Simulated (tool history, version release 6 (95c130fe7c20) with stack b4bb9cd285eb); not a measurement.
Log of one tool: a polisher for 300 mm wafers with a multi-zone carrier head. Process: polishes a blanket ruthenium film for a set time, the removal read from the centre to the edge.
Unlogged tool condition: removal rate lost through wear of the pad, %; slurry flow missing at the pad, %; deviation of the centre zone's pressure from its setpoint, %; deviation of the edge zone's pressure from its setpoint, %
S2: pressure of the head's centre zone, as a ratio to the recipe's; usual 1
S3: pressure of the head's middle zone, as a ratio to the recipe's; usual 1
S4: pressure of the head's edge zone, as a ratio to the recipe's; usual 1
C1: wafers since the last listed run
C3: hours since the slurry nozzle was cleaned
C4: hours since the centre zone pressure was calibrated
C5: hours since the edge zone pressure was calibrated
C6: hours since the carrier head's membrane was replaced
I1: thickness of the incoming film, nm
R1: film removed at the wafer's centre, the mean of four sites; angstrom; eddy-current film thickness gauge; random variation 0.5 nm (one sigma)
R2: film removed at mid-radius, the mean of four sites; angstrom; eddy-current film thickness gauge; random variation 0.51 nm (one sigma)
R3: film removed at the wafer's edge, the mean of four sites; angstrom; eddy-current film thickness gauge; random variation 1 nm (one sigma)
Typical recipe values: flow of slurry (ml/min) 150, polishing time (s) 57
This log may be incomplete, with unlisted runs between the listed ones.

Run 1, hour 0: usual settings but S2 0.97; C1 0; wafers polished on this pad 3679; C3 320.6; C4 124.3; C5 440.3; C6 561.3; I1 375.3. Result: R1 672 angstrom, R2 669 angstrom, R3 687 angstrom.
Run 2, hour 47.3: usual settings; C1 350; wafers polished on this pad 4030; C3 367.9; C4 171.6; C5 487.6; C6 608.6; I1 372. Result: R1 683 angstrom, R2 666 angstrom, R3 665 angstrom.
At hour 55.2: worn pad replaced by a new one.
Run 3, hour 151.7: usual settings but S2 1.04, S3 0.94; C1 744; wafers polished on this pad 715; C3 472.3; C4 276; C5 592; C6 713; I1 371.7. Result: R1 710 angstrom, R2 619 angstrom, R3 688 angstrom.
Run 4, hour 255.9: usual settings but S2 1.04, S3 0.94; C1 772; wafers polished on this pad 1488; C3 576.5; C4 380.2; C5 696.2; C6 817.2; I1 367.9. Result: R1 706 angstrom, R2 625 angstrom, R3 665 angstrom.
Run 5, hour 349.9: usual settings; C1 697; wafers polished on this pad 2186; C3 670.5; C4 474.2; C5 790.2; C6 911.2; I1 363.7. Result: R1 675 angstrom, R2 667 angstrom, R3 665 angstrom.
At hour 357.2: slurry nozzle cleaned.
At hour 406.7: centre zone pressure recalibrated.
Run 6, hour 412.1: usual settings; C1 439; wafers polished on this pad 2625; C3 54.9; C4 5.4; C5 852.4; C6 973.4; I1 372.4. Result: R1 716 angstrom, R2 699 angstrom, R3 690 angstrom.
Run 7, hour 502.5: usual settings but S3 1.09, S4 0.9; C1 670; wafers polished on this pad 3296; C3 145.3; C4 95.8; C5 942.8; C6 1063.8; I1 372.8. Result: R1 713 angstrom, R2 729 angstrom, R3 641 angstrom.
Run 8, hour 587.9: usual settings but S2 1.05, S4 1.06; C1 633; wafers polished on this pad 3929; C3 230.7; C4 181.2; C5 1028.2; C6 1149.2; I1 366.9. Result: R1 724 angstrom, R2 678 angstrom, R3 701 angstrom.
At hour 657.4: worn pad replaced by a new one.
Run 9, hour 669.2: usual settings but flow of slurry (ml/min) 105, S2 0.94, S4 1.06, polishing time (s) 74; C1 573; wafers polished on this pad 87; C3 312; C4 262.5; C5 1109.5; C6 1230.5; I1 372.8. Result: R1 735 angstrom, R2 770 angstrom, R3 852 angstrom.
Run 10, hour 733.8: usual settings but S2 0.94, polishing time (s) 49; C1 479; wafers polished on this pad 566; C3 376.6; C4 327.1; C5 1174.1; C6 1295.1; I1 364.6. Result: R1 550 angstrom, R2 571 angstrom, R3 597 angstrom.
At hour 737: edge zone pressure recalibrated.
Run 11, hour 775.3: usual settings; C1 293; wafers polished on this pad 859; C3 418.1; C4 368.6; C5 38.3; C6 1336.6; I1 369.5. Result: R1 680 angstrom, R2 656 angstrom, R3 666 angstrom.
Run 12, hour 842: usual settings but flow of slurry (ml/min) 135, S2 0.94, S3 1.11, S4 0.94; C1 494; wafers polished on this pad 1354; C3 484.8; C4 435.3; C5 105; C6 1403.3; I1 368.1. Result: R1 611 angstrom, R2 695 angstrom, R3 646 angstrom.
At hour 856.1: carrier head's membrane replaced by a new one.
At hour 986.3: centre zone pressure recalibrated.
At hour 1096.6: slurry nozzle cleaned.
Run 13, hour 1114.5: usual settings but S3 0.97; C1 1962; wafers polished on this pad 3316; C3 17.9; C4 128.2; C5 377.5; C6 258.4; I1 368.4. Result: R1 729 angstrom, R2 670 angstrom, R3 714 angstrom.
At hour 1127: worn pad replaced by a new one.
Run 14, hour 1200.5: usual settings but flow of slurry (ml/min) 165, S2 0.91, polishing time (s) 73; C1 608; wafers polished on this pad 545; C3 103.9; C4 214.2; C5 463.5; C6 344.4; I1 373.3. Result: R1 840 angstrom, R2 894 angstrom, R3 886 angstrom.
Run 15, hour 1294.9: usual settings; C1 700; wafers polished on this pad 1245; C3 198.3; C4 308.6; C5 557.9; C6 438.8; I1 367.6. Result: R1 682 angstrom, R2 681 angstrom, R3 686 angstrom.
Run 16, hour 1378.5: usual settings but flow of slurry (ml/min) 110, S3 1.05, S4 0.9, polishing time (s) 70; C1 620; wafers polished on this pad 1865; C3 281.9; C4 392.2; C5 641.5; C6 522.4; I1 375.2. Result: R1 744 angstrom, R2 781 angstrom, R3 746 angstrom.
Run 17, hour 1453.6: usual settings but S2 1.04, S3 0.93, S4 1.1, polishing time (s) 47; C1 557; wafers polished on this pad 2422; C3 357; C4 467.3; C5 716.6; C6 597.5; I1 364.7. Result: R1 584 angstrom, R2 511 angstrom, R3 595 angstrom.
At hour 1509.4: centre zone pressure recalibrated.
Run 18, hour 1510.5: usual settings; C1 407; wafers polished on this pad 2830; C3 413.9; C4 1.1; C5 773.5; C6 654.4; I1 366.1. Result: R1 672 angstrom, R2 652 angstrom, R3 670 angstrom.

Predict the results of run 19:
Run 19, hour 1566.9: usual settings but S4 1.08; C1 418; wafers polished on this pad 3248; C3 470.3; C4 57.5; C5 829.9; C6 710.8; I1 365.5. Result: R1 ?, R2 ?, R3 ?.

{"run 19": {"R1": 677, "R2": 657, "R3": 687}}
With the hidden condition absent and the run-to-run variation left alone, this run would have shown R1 733 angstrom, R2 705 angstrom, R3 721 angstrom.
